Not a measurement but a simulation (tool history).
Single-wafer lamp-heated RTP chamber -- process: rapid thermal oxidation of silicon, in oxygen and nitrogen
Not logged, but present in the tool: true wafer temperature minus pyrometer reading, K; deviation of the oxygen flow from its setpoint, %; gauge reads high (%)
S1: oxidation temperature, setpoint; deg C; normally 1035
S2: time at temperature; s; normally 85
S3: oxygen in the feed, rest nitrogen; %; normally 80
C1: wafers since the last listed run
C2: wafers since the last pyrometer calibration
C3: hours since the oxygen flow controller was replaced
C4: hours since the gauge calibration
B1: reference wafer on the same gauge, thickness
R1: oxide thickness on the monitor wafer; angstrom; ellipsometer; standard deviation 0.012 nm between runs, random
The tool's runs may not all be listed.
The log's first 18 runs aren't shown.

run 19 hour=466.4 | S1=1044 S2=69 S3=80 | C1=156 C2=1926 C3=2894.4 C4=628.1 | B1=8.657 | R1=81.73
-- hour=485 pyrometer window cleaned and pyrometer calibrated
run 20 hour=485.5 | S1=1035 S2=97 S3=80 | C1=91 C2=4 C3=2913.5 C4=647.2 | B1=8.659 | R1=87.68
run 21 hour=495.7 | S1=1006 S2=126 S3=80 | C1=84 C2=88 C3=2923.7 C4=657.4 | B1=8.66 | R1=80.29
run 22 hour=516.5 | S1=1035 S2=66 S3=80 | C1=171 C2=260 C3=2944.5 C4=678.2 | B1=8.661 | R1=74.17
-- hour=537.6 oxygen flow controller replaced
run 23 hour=538.1 | S1=1043 S2=74 S3=70 | C1=112 C2=372 C3=0.5 C4=699.8 | B1=8.66 | R1=78.76
run 24 hour=627.2 | S1=1035 S2=85 S3=80 | C1=735 C2=1108 C3=89.6 C4=788.9 | B1=8.659 | R1=83.96
run 25 hour=648.1 | S1=1018 S2=66 S3=60 | C1=172 C2=1280 C3=110.5 C4=809.8 | B1=8.66 | R1=60
-- hour=652.4 gauge calibrated
run 26 hour=750.9 | S1=1035 S2=85 S3=80 | C1=848 C2=2129 C3=213.3 C4=98.5 | B1=8.66 | R1=84.33
-- hour=777.3 pyrometer window cleaned and pyrometer calibrated
run 27 hour=781.7 | S1=1035 S2=85 S3=80 | C1=188 C2=35 C3=244.1 C4=129.3 | B1=8.657 | R1=82.56
run 28 hour=795.2 | S1=1022 S2=85 S3=98 | C1=111 C2=147 C3=257.6 C4=142.8 | B1=8.663 | R1=81.43
run 29 hour=811.8 | S1=1035 S2=85 S3=80 | C1=137 C2=284 C3=274.2 C4=159.4 | B1=8.662 | R1=83.16
run 30 hour=835.6 | S1=1035 S2=85 S3=53 | C1=196 C2=481 C3=298 C4=183.2 | B1=8.661 | R1=71.96
run 31 hour=864.3 | S1=1035 S2=118 S3=80 | C1=236 C2=717 C3=326.7 C4=211.9 | B1=8.662 | R1=97.16

Consider 3 possible next runs. They are alternatives, not a sequence: every one starts from the tool as it was left by run 31. What does each give?
run A hour=864.8 | S1=1035 S2=85 S3=80 | C1=4 C2=722 C3=327.2 C4=212.4 | B1=? | R1=?
run B hour=864.8 | S1=1011 S2=60 S3=71 | C1=4 C2=722 C3=327.2 C4=212.4 | B1=? | R1=?
run C hour=864.8 | S1=1056 S2=53 S3=63 | C1=4 C2=722 C3=327.2 C4=212.4 | B1=? | R1=?

run=A B1=8.66 R1=83.59
run=B B1=8.66 R1=57.89
run=C B1=8.66 R1=71.84
Without the tool's hidden state the same runs would have given:
run=A R1=82.43
run=B R1=57.07
run=C R1=70.88
